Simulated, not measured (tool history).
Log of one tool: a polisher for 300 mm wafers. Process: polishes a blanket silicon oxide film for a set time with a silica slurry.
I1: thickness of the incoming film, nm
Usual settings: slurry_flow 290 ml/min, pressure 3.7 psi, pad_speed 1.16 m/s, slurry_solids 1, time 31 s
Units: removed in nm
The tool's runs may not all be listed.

Run 1, hour 0: usual settings but slurry_flow 355 ml/min, time 28 s; I1 1672.9. Result: removed 74.2 nm.
Run 2, hour 35.6: usual settings; I1 1637.9. Result: removed 81.4 nm.
At hour 64.3: worn pad replaced by a new one.
Run 3, hour 66.5: usual settings; I1 1658.6. Result: removed 81.4 nm.
At hour 88: conditioning disc replaced and pad reconditioned.
At hour 95.1: slurry blender recalibrated.
Run 4, hour 96.2: usual settings; I1 1660.9. Result: removed 80.3 nm.
Run 5, hour 130.6: usual settings; I1 1658. Result: removed 80.7 nm.
At hour 187.3: head pressure recalibrated.
Run 6, hour 187.8: usual settings but slurry_flow 230 ml/min, slurry_solids 0.8; I1 1658.3. Result: removed 70.5 nm.
Run 7, hour 253.8: usual settings but slurry_flow 230 ml/min, slurry_solids 0.8; I1 1658.5. Result: removed 70.1 nm.
Run 8, hour 324.8: usual settings but slurry_flow 230 ml/min, slurry_solids 0.8; I1 1690.6. Result: removed 69.9 nm.
At hour 357.4: slurry nozzle cleaned.
Run 9, hour 441.4: usual settings; I1 1648.5. Result: removed 80.9 nm.
Run 10, hour 471.5: usual settings but slurry_flow 335 ml/min; I1 1630.5. Result: removed 81.3 nm.
At hour 477.4: worn pad replaced by a new one.
At hour 512.4: conditioning disc replaced and pad reconditioned.
Run 11, hour 537.4: usual settings; I1 1663.1. Result: removed 80.3 nm.
At hour 559.9: slurry blender recalibrated.
Run 12, hour 691.5: usual settings but slurry_flow 225 ml/min, pad_speed 1.28 m/s; I1 1647.9. Result: removed 84 nm.
At hour 742.7: slurry nozzle cleaned.
At hour 857.2: worn pad replaced by a new one.
Run 13, hour 881.5: usual settings; I1 1673.1. Result: removed 81.4 nm.
At hour 909.4: conditioning disc replaced and pad reconditioned.
Run 14, hour 917.5: usual settings but time 41 s; I1 1656.5. Result: removed 105.9 nm.
Run 15, hour 970.4: usual settings but slurry_solids 0.8; I1 1684.9. Result: removed 71.7 nm.
At hour 1009.9: slurry blender recalibrated.
Run 16, hour 1016.1: usual settings but slurry_flow 200 ml/min, pressure 3 psi, pad_speed 1.32 m/s, time 26 s; I1 1648.2. Result: removed 58.9 nm.
Run 17, hour 1068.4: usual settings but pressure 5 psi; I1 1665.7. Result: removed 106.2 nm.
Run 18, hour 1123.6: usual settings; I1 1677.2. Result: removed 79.1 nm.
At hour 1129.7: slurry nozzle cleaned.
Run 19, hour 1184.3: usual settings; I1 1630.5. Result: removed 81.4 nm.
Run 20, hour 1255.8: usual settings but pressure 4.5 psi, time 35 s; I1 1685.3. Result: removed 110.6 nm.
At hour 1276.6: head pressure recalibrated.
At hour 1318.7: worn pad replaced by a new one.
Run 21, hour 1319.2: usual settings but slurry_flow 210 ml/min, pad_speed 1.32 m/s; I1 1664.7. Result: removed 85.3 nm.
Run 22, hour 1357.3: usual settings but time 38 s; I1 1683.1. Result: removed 98 nm.
At hour 1419.3: conditioning disc replaced and pad reconditioned.
Run 23, hour 1420: usual settings but pressure 2.8 psi, pad_speed 0.86 m/s, slurry_solids 0.75, time 36 s; I1 1634.3. Result: removed 47.3 nm.
At hour 1448.6: slurry blender recalibrated.
Run 24, hour 1486.9: usual settings but slurry_flow 350 ml/min, pressure 3.1 psi, slurry_solids 1.25; I1 1663.6. Result: removed 73.2 nm.

5 ways to go on from here, each from the tool as it stands after run 24. What would each give?
Run A, hour 1487.3: usual settings but slurry_flow 375 ml/min; I1 1672.9. Result: removed ?.
Run B, hour 1487.3: usual settings but pressure 3.3 psi, pad_speed 0.98 m/s; I1 1672.9. Result: removed ?.
Run C, hour 1487.3: usual settings but pad_speed 0.86 m/s, time 24 s; I1 1672.9. Result: removed ?.
Run D, hour 1487.3: usual settings but slurry_solids 0.75; I1 1672.9. Result: removed ?.
Run E, hour 1487.3: usual settings but pad_speed 1.32 m/s; I1 1672.9. Result: removed ?.

run  removed
  A     79.1
  B     60.6
  C     47.4
  D     67.1
  E     86.2
Without the tool's hidden state the same runs would have given:
run  removed
  A     81.1
  B     62.3
  C     48.7
  D       69
  E     88.6
